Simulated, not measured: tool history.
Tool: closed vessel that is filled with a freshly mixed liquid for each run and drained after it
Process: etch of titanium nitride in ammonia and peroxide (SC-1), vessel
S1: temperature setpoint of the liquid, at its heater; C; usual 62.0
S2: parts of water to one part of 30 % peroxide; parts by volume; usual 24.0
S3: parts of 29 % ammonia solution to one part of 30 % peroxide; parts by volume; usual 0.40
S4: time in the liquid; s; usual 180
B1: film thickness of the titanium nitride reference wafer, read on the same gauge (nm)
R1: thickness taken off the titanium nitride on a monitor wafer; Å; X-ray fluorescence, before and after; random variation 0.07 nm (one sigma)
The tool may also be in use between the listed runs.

| run | hour | S1 | S2 | S3 | S4 | B1 | R1 |
|---|---|---|---|---|---|---|---|
| 1 | 0.0 | 62.0 | 16.0 | 0.40 | 180 | 39.98 | 179.7 |
| 2 | 68.6 | 62.0 | 24.0 | 0.40 | 180 | 39.99 | 143.9 |
| 3 | 130.5 | 62.0 | 24.0 | 0.40 | 180 | 40.02 | 143.8 |
| 4 | 178.6 | 62.0 | 24.0 | 0.40 | 180 | 39.98 | 143.2 |
| 5 | 252.9 | 62.0 | 24.0 | 0.40 | 180 | 39.98 | 141.5 |
| 6 | 298.3 | 65.5 | 24.0 | 0.40 | 180 | 40.01 | 178.3 |
| 7 | 373.4 | 65.5 | 24.0 | 0.40 | 180 | 40.01 | 178.5 |
| 8 | 441.9 | 62.0 | 31.0 | 0.40 | 110 | 39.99 | 75.6 |
|  | 462.2 | thermometer replaced |
|  | 469.2 | gauge calibrated |
| 9 | 511.6 | 62.0 | 24.0 | 0.50 | 110 | 40.02 | 90.7 |
|  | 537.3 | new drum of ammonia solution connected |
| 10 | 566.6 | 62.0 | 24.0 | 0.40 | 100 | 40.01 | 81.2 |
|  | 599.6 | ammonia flow meter replaced |
| 11 | 606.3 | 62.0 | 31.0 | 0.40 | 110 | 39.99 | 74.9 |
| 12 | 650.1 | 62.0 | 33.5 | 0.55 | 180 | 40.00 | 123.8 |
| 13 | 738.3 | 62.0 | 35.5 | 0.55 | 180 | 40.02 | 119.8 |
| 14 | 821.4 | 70.0 | 34.0 | 0.30 | 235 | 40.02 | 235.6 |
| 15 | 927.4 | 56.5 | 16.0 | 0.40 | 180 | 39.98 | 123.4 |
| 16 | 991.8 | 62.0 | 24.0 | 0.40 | 180 | 40.01 | 141.7 |
| 17 | 1047.4 | 59.0 | 30.5 | 0.40 | 225 | 40.01 | 127.4 |
| 18 | 1155.2 | 62.0 | 30.5 | 0.25 | 100 | 40.01 | 62.1 |
| 19 | 1253.7 | 62.0 | 28.0 | 0.55 | 225 | 40.02 | 171.4 |
| 20 | 1338.7 | 62.0 | 24.0 | 0.40 | 75 | 40.02 | 58.8 |
| 21 | 1420.9 | 62.0 | 24.0 | 0.40 | 180 | 40.01 | 140.1 |
|  | 1426.6 | new drum of ammonia solution connected |
| 22 | 1494.2 | 62.0 | 24.0 | 0.25 | 180 | 40.01 | 131.9 |
| 23 | 1585.2 | 62.0 | 30.5 | 0.25 | 275 | 40.02 | 174.8 |
| 24 | 1686.1 | 68.5 | 24.0 | 0.40 | 180 | 39.96 | 216.1 |
| 25 | 1731.9 | 62.0 | 24.0 | 0.40 | 150 | 39.97 | 120.3 |
| 26 | 1827.1 | 62.0 | 24.0 | 0.40 | 180 | 39.99 | 142.2 |
| 27 | 1926.2 | 62.0 | 24.0 | 0.40 | 255 | 40.01 | 201.1 |
| 28 | 2022.6 | 62.0 | 24.0 | 0.20 | 265 | 39.99 | 181.6 |

Forecast each of these 3 alternatives for the next run:
| A | 2023.3 | 62.0 | 24.0 | 0.40 | 180 | ? | ? |
| B | 2023.3 | 52.0 | 24.0 | 0.40 | 180 | ? | ? |
| C | 2023.3 | 58.5 | 16.5 | 0.40 | 215 | ? | ? |

| run | B1 | R1 |
|---|---|---|
| A | 40.00 | 144.3 |
| B | 40.00 | 74.0 |
| C | 40.00 | 169.0 |
Without the tool's hidden state the same runs would have given:
| run | R1 |
|---|---|
| A | 143.8 |
| B | 73.7 |
| C | 168.5 |
